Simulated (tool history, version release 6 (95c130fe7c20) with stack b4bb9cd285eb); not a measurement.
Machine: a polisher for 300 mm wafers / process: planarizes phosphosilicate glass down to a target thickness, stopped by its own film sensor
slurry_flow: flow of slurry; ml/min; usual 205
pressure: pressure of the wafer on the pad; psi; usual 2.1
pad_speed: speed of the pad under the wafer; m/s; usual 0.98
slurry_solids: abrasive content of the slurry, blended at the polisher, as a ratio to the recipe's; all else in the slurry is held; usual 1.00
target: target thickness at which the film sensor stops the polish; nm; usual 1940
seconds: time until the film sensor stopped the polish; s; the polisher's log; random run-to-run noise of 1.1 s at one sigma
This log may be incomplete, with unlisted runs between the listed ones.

| run | hour | slurry_flow | pressure | pad_speed | slurry_solids | target | wafers since the last listed run | wafers polished on this pad | hours since the slurry nozzle was cleaned | hours since the head pressure was calibrated | hours since the slurry blender was calibrated | hours since the conditioning disc was replaced | incoming thickness of the incoming film, nm | seconds |
|---|---|---|---|---|---|---|---|---|---|---|---|---|---|---|
| 1 | 0.0 | 240 | 2.1 | 0.98 | 1.00 | 1940 | 0 | 865 | 505.5 | 523.1 | 67.0 | 363.5 | 2257.0 | 56.6 |
| 2 | 25.1 | 240 | 2.1 | 0.98 | 1.00 | 1940 | 257 | 1123 | 530.6 | 548.2 | 92.1 | 388.6 | 2291.0 | 67.7 |
|  | 38.2 | worn pad replaced by a new one |
| 3 | 41.6 | 240 | 2.1 | 0.98 | 1.00 | 1940 | 128 | 35 | 547.1 | 564.7 | 108.6 | 405.1 | 2275.3 | 54.7 |
| 4 | 62.8 | 205 | 2.1 | 0.98 | 1.00 | 1940 | 217 | 252 | 568.3 | 585.9 | 129.8 | 426.3 | 2342.8 | 68.6 |
| 5 | 84.3 | 205 | 2.1 | 0.98 | 1.00 | 1940 | 220 | 472 | 589.8 | 607.4 | 151.3 | 447.8 | 2285.9 | 59.8 |
| 6 | 117.1 | 205 | 2.1 | 0.98 | 1.00 | 1940 | 336 | 809 | 622.6 | 640.2 | 184.1 | 480.6 | 2299.8 | 63.1 |
|  | 123.9 | slurry blender recalibrated |
|  | 138.3 | worn pad replaced by a new one |
| 7 | 145.3 | 230 | 1.6 | 0.98 | 1.00 | 1940 | 227 | 72 | 650.8 | 668.4 | 21.4 | 508.8 | 2286.5 | 73.7 |
| 8 | 171.8 | 230 | 1.6 | 0.98 | 1.00 | 1940 | 271 | 344 | 677.3 | 694.9 | 47.9 | 535.3 | 2292.7 | 76.0 |
| 9 | 193.4 | 230 | 1.6 | 0.98 | 1.00 | 1940 | 221 | 565 | 698.9 | 716.5 | 69.5 | 556.9 | 2302.9 | 77.9 |
| 10 | 217.4 | 145 | 2.1 | 0.86 | 1.25 | 1855 | 246 | 811 | 722.9 | 740.5 | 93.5 | 580.9 | 2254.9 | 78.5 |
| 11 | 232.8 | 205 | 2.1 | 0.98 | 1.00 | 1904 | 157 | 969 | 738.3 | 755.9 | 108.9 | 596.3 | 2293.5 | 69.7 |
|  | 240.4 | slurry nozzle cleaned |
|  | 256.2 | conditioning disc replaced and pad reconditioned |
|  | 263.5 | worn pad replaced by a new one |
| 12 | 263.8 | 170 | 2.1 | 0.98 | 1.00 | 1940 | 246 | 3 | 23.4 | 786.9 | 139.9 | 7.6 | 2250.6 | 52.7 |
|  | 278.6 | slurry blender recalibrated |
| 13 | 280.2 | 240 | 2.1 | 0.98 | 1.00 | 1940 | 147 | 151 | 39.8 | 803.3 | 1.6 | 24.0 | 2307.7 | 59.3 |
| 14 | 304.9 | 205 | 2.1 | 0.98 | 1.00 | 1940 | 253 | 404 | 64.5 | 828.0 | 26.3 | 48.7 | 2256.2 | 54.9 |
|  | 330.5 | head pressure recalibrated |
|  | 381.3 | worn pad replaced by a new one |
| 15 | 383.3 | 205 | 2.8 | 0.68 | 1.00 | 1833 | 742 | 21 | 142.9 | 52.8 | 104.7 | 127.1 | 2273.3 | 71.0 |
| 16 | 416.6 | 205 | 2.1 | 0.76 | 0.90 | 1940 | 341 | 362 | 176.2 | 86.1 | 138.0 | 160.4 | 2341.4 | 85.2 |
| 17 | 444.5 | 205 | 2.1 | 0.98 | 1.00 | 1940 | 286 | 648 | 204.1 | 114.0 | 165.9 | 188.3 | 2297.9 | 62.6 |
|  | 464.4 | slurry blender recalibrated |
| 18 | 467.5 | 205 | 2.1 | 1.14 | 1.00 | 1940 | 215 | 864 | 227.1 | 137.0 | 3.1 | 211.3 | 2290.1 | 56.6 |
| 19 | 479.7 | 205 | 2.1 | 0.98 | 1.00 | 1940 | 125 | 989 | 239.3 | 149.2 | 15.3 | 223.5 | 2345.6 | 76.5 |

Consider 5 possible next runs. They are alternatives, not a sequence: every one starts from the tool as it was left by run 19. What does each give?
| A | 480.1 | 205 | 2.1 | 0.98 | 1.00 | 1940 | 4 | 993 | 239.7 | 149.6 | 15.7 | 223.9 | 2267.3 | ? |
| B | 480.1 | 205 | 2.1 | 0.98 | 1.10 | 2011 | 4 | 993 | 239.7 | 149.6 | 15.7 | 223.9 | 2267.3 | ? |
| C | 480.1 | 205 | 2.1 | 0.98 | 1.00 | 1850 | 4 | 993 | 239.7 | 149.6 | 15.7 | 223.9 | 2267.3 | ? |
| D | 480.1 | 205 | 1.5 | 1.16 | 1.00 | 1940 | 4 | 993 | 239.7 | 149.6 | 15.7 | 223.9 | 2267.3 | ? |
| E | 480.1 | 205 | 2.1 | 0.98 | 1.20 | 1940 | 4 | 993 | 239.7 | 149.6 | 15.7 | 223.9 | 2267.3 | ? |

| run | seconds |
|---|---|
| A | 60.9 |
| B | 46.0 |
| C | 77.7 |
| D | 74.6 |
| E | 56.8 |
With the hidden condition removed and each run's random variation left untouched, the same runs would have given:
| run | seconds |
|---|---|
| A | 53.1 |
| B | 40.0 |
| C | 67.7 |
| D | 64.9 |
| E | 49.5 |
